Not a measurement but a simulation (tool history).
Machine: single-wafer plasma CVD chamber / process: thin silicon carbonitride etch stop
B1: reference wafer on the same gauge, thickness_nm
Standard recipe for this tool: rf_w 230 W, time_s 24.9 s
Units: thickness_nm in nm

Run 1, hour 0.0: usual settings; B1 15.201. Result: thickness_nm 16.007 nm.
Run 2, hour 37.3: usual settings; B1 15.230. Result: thickness_nm 15.874 nm.
Run 3, hour 99.5: usual settings; B1 15.217. Result: thickness_nm 15.835 nm.
Run 4, hour 125.6: usual settings; B1 15.195. Result: thickness_nm 15.941 nm.
Run 5, hour 154.6: usual settings; B1 15.201. Result: thickness_nm 15.899 nm.
Run 6, hour 360.9: usual settings; B1 15.194. Result: thickness_nm 15.688 nm.
Run 7, hour 434.2: usual settings; B1 15.191. Result: thickness_nm 15.708 nm.
Run 8, hour 464.0: usual settings; B1 15.195. Result: thickness_nm 15.746 nm.
Run 9, hour 525.0: usual settings; B1 15.195. Result: thickness_nm 15.772 nm.
Run 10, hour 596.9: usual settings; B1 15.200. Result: thickness_nm 15.741 nm.
Run 11, hour 657.5: usual settings; B1 15.190. Result: thickness_nm 15.655 nm.
At hour 667.5: thermocouple changed; heater temperature recalibrated.
At hour 687.2: showerhead replaced.
Run 12, hour 702.9: usual settings; B1 15.215. Result: thickness_nm 15.631 nm.
Run 13, hour 733.6: usual settings but rf_w 210 W, time_s 22.1 s; B1 15.204. Result: thickness_nm 13.423 nm.
Run 14, hour 763.7: usual settings; B1 15.183. Result: thickness_nm 15.573 nm.
At hour 806.3: RF generator calibrated.
Run 15, hour 822.0: usual settings but rf_w 255 W; B1 15.214. Result: thickness_nm 16.800 nm.
Run 16, hour 888.1: usual settings; B1 15.220. Result: thickness_nm 16.075 nm.
Run 17, hour 915.4: usual settings; B1 15.175. Result: thickness_nm 16.171 nm.
Run 18, hour 955.1: usual settings but time_s 20.6 s; B1 15.194. Result: thickness_nm 13.328 nm.
Run 19, hour 984.1: usual settings but rf_w 240 W; B1 15.199. Result: thickness_nm 16.418 nm.
At hour 1007.3: gauge calibrated.
Run 20, hour 1019.1: usual settings; B1 15.222. Result: thickness_nm 16.165 nm.
Run 21, hour 1068.9: usual settings but rf_w 215 W, time_s 22.5 s; B1 15.214. Result: thickness_nm 14.076 nm.
Run 22, hour 1125.6: usual settings but time_s 20.3 s; B1 15.209. Result: thickness_nm 13.146 nm.
Run 23, hour 1163.5: usual settings but rf_w 250 W; B1 15.173. Result: thickness_nm 16.558 nm.
Run 24, hour 1194.0: usual settings; B1 15.176. Result: thickness_nm 16.210 nm.
Run 25, hour 1246.5: usual settings but rf_w 215 W, time_s 28.2 s; B1 15.198. Result: thickness_nm 17.680 nm.
Run 26, hour 1291.6: usual settings but rf_w 255 W, time_s 21.2 s; B1 15.194. Result: thickness_nm 14.285 nm.

What was the tool's hidden state at every run in the log?
wafer temperature above the value expected at the setpoint (K): 0 in every run
gauge reads high (%): 0 in every run
H1: delivered RF power above the setpoint (%)
run      H1
  1   -3.04
  2   -3.18
  3   -3.44
  4   -3.55
  5   -3.68
  6   -4.66
  7   -5.04
  8   -5.21
  9   -5.55
 10   -5.96
 11   -6.33
 12   -6.61
 13   -6.81
 14      -7
 15  -0.721
 16  -0.732
 17  -0.741
 18  -0.759
 19  -0.775
 20  -0.798
 21  -0.839
 22  -0.896
 23  -0.941
 24   -0.98
 25   -1.06
 26   -1.13

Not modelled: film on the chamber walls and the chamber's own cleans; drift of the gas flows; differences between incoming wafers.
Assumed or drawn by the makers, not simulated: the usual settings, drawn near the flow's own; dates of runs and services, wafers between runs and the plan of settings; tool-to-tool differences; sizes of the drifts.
